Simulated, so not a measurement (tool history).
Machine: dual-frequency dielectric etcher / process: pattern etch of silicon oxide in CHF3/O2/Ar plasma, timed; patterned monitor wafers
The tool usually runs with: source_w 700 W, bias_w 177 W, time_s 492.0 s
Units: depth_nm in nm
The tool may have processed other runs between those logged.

| run | hour | source_w | bias_w | time_s | read-back reference wafer on the same gauge, depth_nm | depth_nm |
|---|---|---|---|---|---|---|
| 1 | 0.0 | 700 | 160 | 492.0 | 857.2 | 888.7 |
| 2 | 28.4 | 700 | 160 | 492.0 | 858.8 | 877.6 |
| 3 | 84.1 | 700 | 160 | 492.0 | 856.3 | 873.9 |
|  | 160.9 | wet clean of the chamber |
| 4 | 161.4 | 700 | 177 | 492.0 | 856.9 | 955.3 |
| 5 | 338.9 | 700 | 177 | 492.0 | 856.6 | 936.8 |
| 6 | 386.9 | 660 | 177 | 492.0 | 857.0 | 904.8 |
| 7 | 434.6 | 660 | 177 | 492.0 | 856.9 | 895.1 |
| 8 | 501.3 | 660 | 177 | 492.0 | 856.5 | 882.4 |
| 9 | 526.5 | 700 | 177 | 492.0 | 856.0 | 912.3 |
|  | 533.5 | gauge calibrated |
|  | 569.0 | bias power generator calibrated |
|  | 571.3 | wet clean of the chamber |
| 10 | 592.5 | 700 | 177 | 349.5 | 857.3 | 674.6 |
|  | 609.8 | source power generator calibrated |
|  | 627.3 | upper electrode replaced |
| 11 | 636.5 | 700 | 177 | 492.0 | 857.2 | 942.8 |
| 12 | 662.2 | 880 | 134 | 425.5 | 856.7 | 757.6 |
| 13 | 706.3 | 700 | 148 | 492.0 | 858.0 | 842.3 |
| 14 | 739.0 | 650 | 193 | 637.0 | 856.2 | 1225.9 |
| 15 | 772.7 | 780 | 177 | 542.5 | 856.6 | 1068.1 |
| 16 | 814.9 | 520 | 135 | 554.0 | 857.5 | 799.3 |
| 17 | 873.1 | 700 | 177 | 574.0 | 858.3 | 1059.5 |
| 18 | 918.5 | 700 | 177 | 492.0 | 857.8 | 896.7 |
| 19 | 947.4 | 820 | 143 | 615.0 | 856.8 | 1058.4 |

What if the next run were any one of these 3? Each begins from the tool's condition after run 19:
| A | 948.0 | 570 | 177 | 492.0 | ? | ? |
| B | 948.0 | 800 | 200 | 607.5 | ? | ? |
| C | 948.0 | 760 | 177 | 492.0 | ? | ? |

| run | read-back reference wafer on the same gauge, depth_nm | depth_nm |
|---|---|---|
| A | 856.6 | 834.6 |
| B | 856.6 | 1239.6 |
| C | 856.6 | 925.7 |
Without the tool's hidden state the same runs would have given:
| run | depth_nm |
|---|---|
| A | 888.0 |
| B | 1318.9 |
| C | 984.9 |
